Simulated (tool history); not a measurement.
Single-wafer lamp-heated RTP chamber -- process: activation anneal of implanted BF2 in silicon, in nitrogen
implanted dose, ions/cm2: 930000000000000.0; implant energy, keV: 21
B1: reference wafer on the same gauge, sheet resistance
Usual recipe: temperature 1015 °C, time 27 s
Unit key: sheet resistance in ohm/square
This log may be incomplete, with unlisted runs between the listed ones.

{"run": 1, "hour": 0.0, "temperature": 1007, "time": 22, "B1": 154.02, "sheet resistance": 165.44}
{"run": 2, "hour": 38.7, "temperature": 1023, "time": 27, "B1": 154.06, "sheet resistance": 148.17}
{"run": 3, "hour": 91.2, "temperature": 1023, "time": 27, "B1": 154.05, "sheet resistance": 148.15}
{"run": 4, "hour": 122.5, "temperature": 1023, "time": 27, "B1": 153.93, "sheet resistance": 148.09}
{"hour": 165.6, "done": "gauge calibrated"}
{"hour": 165.7, "done": "reflector plate cleaned"}
{"run": 5, "hour": 201.3, "temperature": 1015, "time": 27, "B1": 153.96, "sheet resistance": 155.34}
{"hour": 210.5, "done": "pyrometer window cleaned and pyrometer calibrated"}
{"run": 6, "hour": 247.8, "temperature": 1015, "time": 27, "B1": 154.03, "sheet resistance": 155.15}
{"run": 7, "hour": 289.3, "temperature": 1015, "time": 27, "B1": 154.08, "sheet resistance": 155.3}
{"run": 8, "hour": 332.5, "temperature": 1015, "time": 27, "B1": 154.01, "sheet resistance": 154.68}
{"run": 9, "hour": 386.6, "temperature": 1015, "time": 27, "B1": 153.97, "sheet resistance": 154.14}
{"run": 10, "hour": 448.8, "temperature": 1015, "time": 40, "B1": 153.92, "sheet resistance": 146.74}
{"hour": 480.7, "done": "pyrometer window cleaned and pyrometer calibrated"}
{"run": 11, "hour": 481.2, "temperature": 1015, "time": 27, "B1": 154.08, "sheet resistance": 153.81}
{"run": 12, "hour": 519.8, "temperature": 1015, "time": 27, "B1": 153.84, "sheet resistance": 152.89}
{"hour": 574.2, "done": "reflector plate cleaned"}
{"run": 13, "hour": 574.7, "temperature": 1036, "time": 37, "B1": 153.97, "sheet resistance": 138.09}
{"run": 14, "hour": 627.1, "temperature": 1015, "time": 43, "B1": 153.99, "sheet resistance": 146.96}
{"run": 15, "hour": 698.8, "temperature": 1023, "time": 41, "B1": 154.07, "sheet resistance": 142.34}
{"hour": 728.3, "done": "pyrometer window cleaned and pyrometer calibrated"}
{"run": 16, "hour": 761.8, "temperature": 1015, "time": 32, "B1": 153.94, "sheet resistance": 151.86}
{"run": 17, "hour": 790.7, "temperature": 1003, "time": 27, "B1": 153.99, "sheet resistance": 165.77}
{"hour": 908.3, "done": "gauge calibrated"}
{"hour": 937.0, "done": "reflector plate cleaned"}
{"hour": 942.3, "done": "pyrometer window cleaned and pyrometer calibrated"}
{"run": 18, "hour": 942.8, "temperature": 1000, "time": 27, "B1": 154.03, "sheet resistance": 169.96}
{"run": 19, "hour": 973.4, "temperature": 1015, "time": 27, "B1": 154.04, "sheet resistance": 154.89}
{"run": 20, "hour": 1024.6, "temperature": 1015, "time": 27, "B1": 154.04, "sheet resistance": 155.06}
{"run": 21, "hour": 1077.7, "temperature": 1015, "time": 27, "B1": 154.01, "sheet resistance": 155.63}
{"run": 22, "hour": 1103.9, "temperature": 1015, "time": 41, "B1": 153.97, "sheet resistance": 147.42}
{"hour": 1156.2, "done": "pyrometer window cleaned and pyrometer calibrated"}
{"run": 23, "hour": 1163.6, "temperature": 1015, "time": 15, "B1": 154.06, "sheet resistance": 166.8}
{"run": 24, "hour": 1211.1, "temperature": 992, "time": 37, "B1": 154.04, "sheet resistance": 168.89}

What if the next run were any one of these 3? Each begins from the tool's condition after run 24:
{"run": "A", "hour": 1211.5, "temperature": 1015, "time": 11, "B1": "?", "sheet resistance": "?"}
{"run": "B", "hour": 1211.5, "temperature": 997, "time": 17, "B1": "?", "sheet resistance": "?"}
{"run": "C", "hour": 1211.5, "temperature": 994, "time": 42, "B1": "?", "sheet resistance": "?"}

run=A B1=154.05 sheet_resistance=172.00
run=B B1=154.05 sheet_resistance=180.61
run=C B1=154.05 sheet_resistance=163.91
The same runs, with their run-to-run variation unchanged, on a tool lacking any hidden condition would have given:
run=A sheet_resistance=173.72
run=B sheet_resistance=182.75
run=C sheet_resistance=165.94
